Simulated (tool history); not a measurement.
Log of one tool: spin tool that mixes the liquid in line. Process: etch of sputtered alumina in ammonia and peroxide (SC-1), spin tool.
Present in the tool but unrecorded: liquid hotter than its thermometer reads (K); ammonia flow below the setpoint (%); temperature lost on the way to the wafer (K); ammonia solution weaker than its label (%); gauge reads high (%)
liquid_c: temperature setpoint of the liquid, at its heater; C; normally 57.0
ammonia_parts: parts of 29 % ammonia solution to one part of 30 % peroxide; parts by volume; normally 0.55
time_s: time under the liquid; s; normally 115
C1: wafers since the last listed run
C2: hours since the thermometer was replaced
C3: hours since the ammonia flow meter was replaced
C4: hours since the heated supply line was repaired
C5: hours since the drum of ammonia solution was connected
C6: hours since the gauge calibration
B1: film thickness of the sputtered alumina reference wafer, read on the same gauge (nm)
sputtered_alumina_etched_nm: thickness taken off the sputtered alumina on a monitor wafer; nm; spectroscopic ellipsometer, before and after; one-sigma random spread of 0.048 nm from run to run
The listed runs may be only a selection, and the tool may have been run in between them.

run 1 hour=0.0 | liquid_c=57.0 ammonia_parts=0.40 time_s=180 | C1=0 C2=703.3 C3=1423.3 C4=83.5 C5=139.2 C6=75.3 | B1=140.00 | sputtered_alumina_etched_nm=11.64
run 2 hour=13.3 | liquid_c=51.5 ammonia_parts=0.35 time_s=155 | C1=137 C2=716.6 C3=1436.6 C4=96.8 C5=152.5 C6=88.6 | B1=140.00 | sputtered_alumina_etched_nm=7.26
run 3 hour=21.8 | liquid_c=65.5 ammonia_parts=0.30 time_s=115 | C1=87 C2=725.1 C3=1445.1 C4=105.3 C5=161.0 C6=97.1 | B1=140.01 | sputtered_alumina_etched_nm=10.96
run 4 hour=34.3 | liquid_c=57.0 ammonia_parts=0.70 time_s=165 | C1=129 C2=737.6 C3=1457.6 C4=117.8 C5=173.5 C6=109.6 | B1=139.98 | sputtered_alumina_etched_nm=11.12
run 5 hour=50.5 | liquid_c=61.0 ammonia_parts=0.55 time_s=175 | C1=167 C2=753.8 C3=1473.8 C4=134.0 C5=189.7 C6=125.8 | B1=140.01 | sputtered_alumina_etched_nm=14.18
run 6 hour=59.3 | liquid_c=49.5 ammonia_parts=0.25 time_s=175 | C1=90 C2=762.6 C3=1482.6 C4=142.8 C5=198.5 C6=134.6 | B1=140.03 | sputtered_alumina_etched_nm=7.07
run 7 hour=69.2 | liquid_c=57.0 ammonia_parts=0.55 time_s=115 | C1=102 C2=772.5 C3=1492.5 C4=152.7 C5=208.4 C6=144.5 | B1=140.00 | sputtered_alumina_etched_nm=7.56
run 8 hour=85.3 | liquid_c=65.5 ammonia_parts=0.55 time_s=155 | C1=166 C2=788.6 C3=1508.6 C4=168.8 C5=224.5 C6=160.6 | B1=140.02 | sputtered_alumina_etched_nm=15.83
run 9 hour=93.3 | liquid_c=54.5 ammonia_parts=0.70 time_s=140 | C1=82 C2=796.6 C3=1516.6 C4=176.8 C5=232.5 C6=168.6 | B1=140.00 | sputtered_alumina_etched_nm=8.21
-- hour=104.3 new drum of ammonia solution connected
run 10 hour=104.8 | liquid_c=54.5 ammonia_parts=0.75 time_s=115 | C1=108 C2=808.1 C3=1528.1 C4=188.3 C5=0.5 C6=180.1 | B1=140.00 | sputtered_alumina_etched_nm=6.86
run 11 hour=117.0 | liquid_c=57.0 ammonia_parts=0.55 time_s=115 | C1=125 C2=820.3 C3=1540.3 C4=200.5 C5=12.7 C6=192.3 | B1=140.01 | sputtered_alumina_etched_nm=7.54
run 12 hour=132.9 | liquid_c=65.5 ammonia_parts=0.55 time_s=85 | C1=164 C2=836.2 C3=1556.2 C4=216.4 C5=28.6 C6=208.2 | B1=140.02 | sputtered_alumina_etched_nm=8.63
-- hour=138.1 ammonia flow meter replaced
run 13 hour=142.7 | liquid_c=57.0 ammonia_parts=0.65 time_s=180 | C1=90 C2=846.0 C3=4.6 C4=226.2 C5=38.4 C6=218.0 | B1=140.01 | sputtered_alumina_etched_nm=11.87
-- hour=146.3 thermometer replaced
run 14 hour=159.8 | liquid_c=65.5 ammonia_parts=0.65 time_s=180 | C1=166 C2=13.5 C3=21.7 C4=243.3 C5=55.5 C6=235.1 | B1=140.00 | sputtered_alumina_etched_nm=18.55
run 15 hour=171.0 | liquid_c=66.5 ammonia_parts=0.55 time_s=85 | C1=115 C2=24.7 C3=32.9 C4=254.5 C5=66.7 C6=246.3 | B1=140.00 | sputtered_alumina_etched_nm=9.12
run 16 hour=185.8 | liquid_c=51.5 ammonia_parts=0.55 time_s=150 | C1=152 C2=39.5 C3=47.7 C4=269.3 C5=81.5 C6=261.1 | B1=140.00 | sputtered_alumina_etched_nm=7.35
run 17 hour=197.4 | liquid_c=57.0 ammonia_parts=0.55 time_s=115 | C1=119 C2=51.1 C3=59.3 C4=280.9 C5=93.1 C6=272.7 | B1=140.01 | sputtered_alumina_etched_nm=7.47
run 18 hour=205.0 | liquid_c=57.0 ammonia_parts=0.70 time_s=115 | C1=78 C2=58.7 C3=66.9 C4=288.5 C5=100.7 C6=280.3 | B1=140.00 | sputtered_alumina_etched_nm=7.76
run 19 hour=222.9 | liquid_c=65.5 ammonia_parts=0.85 time_s=115 | C1=184 C2=76.6 C3=84.8 C4=306.4 C5=118.6 C6=298.2 | B1=140.02 | sputtered_alumina_etched_nm=12.22
run 20 hour=240.7 | liquid_c=63.0 ammonia_parts=0.45 time_s=145 | C1=183 C2=94.4 C3=102.6 C4=324.2 C5=136.4 C6=316.0 | B1=139.98 | sputtered_alumina_etched_nm=12.82
run 21 hour=268.8 | liquid_c=52.0 ammonia_parts=0.45 time_s=115 | C1=290 C2=122.5 C3=130.7 C4=352.3 C5=164.5 C6=344.1 | B1=140.00 | sputtered_alumina_etched_nm=5.65
run 22 hour=283.9 | liquid_c=57.0 ammonia_parts=0.55 time_s=115 | C1=155 C2=137.6 C3=145.8 C4=367.4 C5=179.6 C6=359.2 | B1=139.99 | sputtered_alumina_etched_nm=7.58
run 23 hour=301.6 | liquid_c=57.0 ammonia_parts=0.55 time_s=115 | C1=182 C2=155.3 C3=163.5 C4=385.1 C5=197.3 C6=376.9 | B1=140.00 | sputtered_alumina_etched_nm=7.57
run 24 hour=308.8 | liquid_c=61.0 ammonia_parts=0.30 time_s=160 | C1=74 C2=162.5 C3=170.7 C4=392.3 C5=204.5 C6=384.1 | B1=140.01 | sputtered_alumina_etched_nm=12.21

Forecast each of these 5 alternatives for the next run:
run A hour=309.2 | liquid_c=49.5 ammonia_parts=0.55 time_s=115 | C1=4 C2=162.9 C3=171.1 C4=392.7 C5=204.9 C6=384.5 | B1=? | sputtered_alumina_etched_nm=?
run B hour=309.2 | liquid_c=52.0 ammonia_parts=0.45 time_s=95 | C1=4 C2=162.9 C3=171.1 C4=392.7 C5=204.9 C6=384.5 | B1=? | sputtered_alumina_etched_nm=?
run C hour=309.2 | liquid_c=51.5 ammonia_parts=0.30 time_s=185 | C1=4 C2=162.9 C3=171.1 C4=392.7 C5=204.9 C6=384.5 | B1=? | sputtered_alumina_etched_nm=?
run D hour=309.2 | liquid_c=53.0 ammonia_parts=0.30 time_s=60 | C1=4 C2=162.9 C3=171.1 C4=392.7 C5=204.9 C6=384.5 | B1=? | sputtered_alumina_etched_nm=?
run E hour=309.2 | liquid_c=51.5 ammonia_parts=0.55 time_s=95 | C1=4 C2=162.9 C3=171.1 C4=392.7 C5=204.9 C6=384.5 | B1=? | sputtered_alumina_etched_nm=?

run=A B1=140.02 sputtered_alumina_etched_nm=5.08
run=B B1=140.02 sputtered_alumina_etched_nm=4.72
run=C B1=140.02 sputtered_alumina_etched_nm=8.60
run=D B1=140.02 sputtered_alumina_etched_nm=3.03
run=E B1=140.02 sputtered_alumina_etched_nm=4.68
Stripped of hidden state, with their random variation kept, the same runs would have yielded:
run=A sputtered_alumina_etched_nm=5.08
run=B sputtered_alumina_etched_nm=4.72
run=C sputtered_alumina_etched_nm=8.60
run=D sputtered_alumina_etched_nm=3.03
run=E sputtered_alumina_etched_nm=4.68
